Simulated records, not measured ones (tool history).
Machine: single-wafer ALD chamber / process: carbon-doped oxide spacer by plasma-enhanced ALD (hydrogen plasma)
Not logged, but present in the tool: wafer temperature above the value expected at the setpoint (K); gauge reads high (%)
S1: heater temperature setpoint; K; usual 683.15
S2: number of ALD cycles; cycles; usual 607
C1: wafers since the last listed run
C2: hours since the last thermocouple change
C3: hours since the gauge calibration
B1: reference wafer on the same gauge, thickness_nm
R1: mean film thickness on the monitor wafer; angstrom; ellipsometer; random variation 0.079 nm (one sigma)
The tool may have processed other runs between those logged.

Run 1, hour 0: usual settings but S1 671.15 K; C1 0; C2 943.4; C3 1241.4; B1 32.095. Result: R1 281.59 angstrom.
Run 2, hour 96.5: usual settings; C1 43; C2 1039.9; C3 1337.9; B1 32.078. Result: R1 276.37 angstrom.
Run 3, hour 149.3: usual settings but S1 692.15 K; C1 23; C2 1092.7; C3 1390.7; B1 32.122. Result: R1 268.44 angstrom.
Run 4, hour 247.2: usual settings but S1 692.15 K; C1 44; C2 1190.6; C3 1488.6; B1 32.109. Result: R1 267.6 angstrom.
Run 5, hour 346.2: usual settings but S1 692.15 K; C1 44; C2 1289.6; C3 1587.6; B1 32.093. Result: R1 268.84 angstrom.
Run 6, hour 421: usual settings; C1 33; C2 1364.4; C3 1662.4; B1 32.096. Result: R1 276.68 angstrom.
Run 7, hour 525.1: usual settings but S2 639 cycles; C1 47; C2 1468.5; C3 1766.5; B1 32.081. Result: R1 291.03 angstrom.
Run 8, hour 570.8: usual settings but S2 566 cycles; C1 20; C2 1514.2; C3 1812.2; B1 32.086. Result: R1 258.41 angstrom.
Run 9, hour 671.9: usual settings but S2 566 cycles; C1 45; C2 1615.3; C3 1913.3; B1 32.117. Result: R1 259.16 angstrom.
Run 10, hour 732.8: usual settings but S2 566 cycles; C1 27; C2 1676.2; C3 1974.2; B1 32.087. Result: R1 258.61 angstrom.
Run 11, hour 774.6: usual settings; C1 18; C2 1718; C3 2016; B1 32.111. Result: R1 276.25 angstrom.
Run 12, hour 812.7: usual settings; C1 17; C2 1756.1; C3 2054.1; B1 32.108. Result: R1 276.97 angstrom.
Run 13, hour 879.2: usual settings; C1 30; C2 1822.6; C3 2120.6; B1 32.099. Result: R1 277.58 angstrom.
Run 14, hour 1034.7: usual settings but S2 548 cycles; C1 70; C2 1978.1; C3 2276.1; B1 32.101. Result: R1 248.75 angstrom.
Run 15, hour 1074.7: usual settings; C1 18; C2 2018.1; C3 2316.1; B1 32.084. Result: R1 278.79 angstrom.
At hour 1168.2: gauge calibrated.
Run 16, hour 1177.7: usual settings; C1 46; C2 2121.1; C3 9.5; B1 32.092. Result: R1 277.09 angstrom.
Run 17, hour 1223: usual settings; C1 20; C2 2166.4; C3 54.8; B1 32.104. Result: R1 277.07 angstrom.
Run 18, hour 1322.5: usual settings; C1 45; C2 2265.9; C3 154.3; B1 32.101. Result: R1 277.42 angstrom.
Run 19, hour 1412.5: usual settings but S2 539 cycles; C1 40; C2 2355.9; C3 244.3; B1 32.098. Result: R1 244.9 angstrom.
Run 20, hour 1483.9: usual settings but S1 698.15 K, S2 686 cycles; C1 32; C2 2427.3; C3 315.7; B1 32.101. Result: R1 297.62 angstrom.
Run 21, hour 1525.4: usual settings but S2 568 cycles; C1 18; C2 2468.8; C3 357.2; B1 32.097. Result: R1 260.15 angstrom.
Run 22, hour 1589.4: usual settings but S1 692.15 K; C1 28; C2 2532.8; C3 421.2; B1 32.094. Result: R1 269.62 angstrom.
Run 23, hour 1689.5: usual settings but S1 676.15 K, S2 722 cycles; C1 45; C2 2632.9; C3 521.3; B1 32.099. Result: R1 334.26 angstrom.
Run 24, hour 1728.5: usual settings but S1 690.15 K, S2 721 cycles; C1 17; C2 2671.9; C3 560.3; B1 32.095. Result: R1 322.84 angstrom.
Run 25, hour 1833.1: usual settings but S1 698.15 K, S2 718 cycles; C1 47; C2 2776.5; C3 664.9; B1 32.114. Result: R1 312.47 angstrom.
Run 26, hour 1894: usual settings; C1 27; C2 2837.4; C3 725.8; B1 32.085. Result: R1 277.73 angstrom.
At hour 2021.7: thermocouple changed; heater temperature recalibrated.
Run 27, hour 2051.8: usual settings but S1 670.15 K, S2 527 cycles; C1 67; C2 30.1; C3 883.6; B1 32.08. Result: R1 245.12 angstrom.
Run 28, hour 2153.8: usual settings but S1 697.15 K, S2 502 cycles; C1 46; C2 132.1; C3 985.6; B1 32.103. Result: R1 215.94 angstrom.
Run 29, hour 2209: usual settings but S1 693.15 K, S2 553 cycles; C1 24; C2 187.3; C3 1040.8; B1 32.079. Result: R1 241.55 angstrom.
Run 30, hour 2342.6: usual settings but S1 696.15 K, S2 683 cycles; C1 60; C2 320.9; C3 1174.4; B1 32.105. Result: R1 296.81 angstrom.
Run 31, hour 2381.5: usual settings but S1 688.15 K, S2 546 cycles; C1 17; C2 359.8; C3 1213.3; B1 32.098. Result: R1 243.78 angstrom.
Run 32, hour 2428.5: usual settings but S1 693.15 K, S2 553 cycles; C1 21; C2 406.8; C3 1260.3; B1 32.082. Result: R1 243.23 angstrom.
Run 33, hour 2512.3: usual settings but S1 676.15 K, S2 639 cycles; C1 37; C2 490.6; C3 1344.1; B1 32.108. Result: R1 295.91 angstrom.
Run 34, hour 2602.3: usual settings; C1 40; C2 580.6; C3 1434.1; B1 32.094. Result: R1 276.09 angstrom.
Run 35, hour 2706.4: usual settings but S1 672.15 K, S2 694 cycles; C1 47; C2 684.7; C3 1538.2; B1 32.091. Result: R1 322.22 angstrom.
Run 36, hour 2781.4: usual settings; C1 33; C2 759.7; C3 1613.2; B1 32.109. Result: R1 276.58 angstrom.
Run 37, hour 2831.9: usual settings but S2 540 cycles; C1 22; C2 810.2; C3 1663.7; B1 32.1. Result: R1 244.72 angstrom.
Run 38, hour 2881.3: usual settings; C1 22; C2 859.6; C3 1713.1; B1 32.095. Result: R1 277.54 angstrom.

What the log doesn't show, run by run:
gauge reads high (%): 0 across all the runs
H1: wafer temperature above the value expected at the setpoint (K)
run       H1
  1    -3.46
  2    -3.65
  3    -3.74
  4     -3.9
  5    -4.05
  6    -4.15
  7    -4.27
  8    -4.32
  9    -4.42
 10    -4.48
 11    -4.52
 12    -4.55
 13     -4.6
 14    -4.71
 15    -4.73
 16    -4.79
 17    -4.81
 18    -4.86
 19     -4.9
 20    -4.93
 21    -4.94
 22    -4.96
 23       -5
 24    -5.01
 25    -5.04
 26    -5.05
 27  -0.0671
 28   -0.638
 29    -0.92
 30    -1.53
 31    -1.69
 32    -1.88
 33    -2.19
 34    -2.49
 35    -2.79
 36    -2.99
 37    -3.12
 38    -3.24
